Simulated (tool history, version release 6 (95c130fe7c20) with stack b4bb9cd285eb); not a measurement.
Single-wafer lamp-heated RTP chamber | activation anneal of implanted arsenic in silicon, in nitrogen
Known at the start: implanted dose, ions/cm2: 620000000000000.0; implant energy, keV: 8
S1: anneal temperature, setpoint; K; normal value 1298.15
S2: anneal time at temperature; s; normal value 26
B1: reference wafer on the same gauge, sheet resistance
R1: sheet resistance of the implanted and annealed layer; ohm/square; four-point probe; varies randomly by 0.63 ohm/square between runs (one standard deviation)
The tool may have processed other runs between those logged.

run,hour,S1,S2,B1,R1
1,0.0,1298.15,26,140.09,174.03
2,80.5,1298.15,26,139.89,173.71
3,119.7,1298.15,26,140.07,173.95
4,190.3,1298.15,26,139.98,173.98
5,226.4,1305.15,26,140.14,171.03
6,267.7,1305.15,26,139.97,171.76
# hour 516.8: pyrometer window cleaned and pyrometer calibrated
7,572.3,1305.15,26,139.93,168.98
8,626.6,1321.15,22,139.86,166.29
9,733.9,1298.15,26,140.03,172.47
# hour 801.5: reflector plate cleaned
10,802.0,1298.15,26,140.03,171.23
11,901.7,1298.15,26,139.97,172.02
12,961.6,1275.15,17,140.00,187.24
13,1066.2,1275.15,17,139.96,187.42
14,1150.6,1288.15,26,140.03,174.34
15,1214.0,1288.15,26,139.95,174.43
16,1270.3,1280.15,26,139.86,176.49
17,1318.8,1280.15,26,140.03,178.22
# hour 1373.2: reflector plate cleaned, repeated, since the last time left the tool worse
18,1381.3,1277.15,31,140.02,180.26
# hour 1439.6: gauge calibrated
19,1598.4,1313.15,17,139.86,174.56
# hour 1630.5: pyrometer window cleaned and pyrometer calibrated
20,1690.0,1283.15,32,139.83,175.15
21,1762.1,1298.15,26,139.81,172.55
22,1808.4,1298.15,26,139.99,172.56
23,1865.5,1290.15,26,139.99,176.23
24,1902.0,1319.15,35,139.96,161.26
25,1965.1,1298.15,20,140.03,177.15
26,2133.6,1298.15,26,140.19,171.80
27,2213.6,1270.15,26,140.14,184.36
28,2258.1,1307.15,38,139.81,163.56
# hour 2316.7: reflector plate cleaned
29,2355.5,1312.15,15,139.92,177.36
30,2436.1,1314.15,20,140.12,172.09
31,2510.4,1298.15,26,140.07,174.42
32,2552.2,1307.15,39,140.08,162.75
33,2590.1,1298.15,26,140.09,172.50
34,2751.4,1317.15,39,140.01,160.64
# hour 2768.2: pyrometer window cleaned and pyrometer calibrated
35,2814.3,1298.15,35,139.95,168.12

Below are 5 alternative next runs, each starting from the tool's condition after run 35. Predict each:
A,2814.7,1298.15,26,?,?
B,2814.7,1313.15,40,?,?
C,2814.7,1309.15,26,?,?
D,2814.7,1298.15,22,?,?
E,2814.7,1298.15,36,?,?

run,B1,R1
A,139.98,172.02
B,139.98,160.53
C,139.98,168.09
D,139.98,174.73
E,139.98,166.93
Without the tool's unlogged condition, the same runs would have read:
run,R1
A,173.39
B,161.65
C,169.35
D,176.14
E,168.22
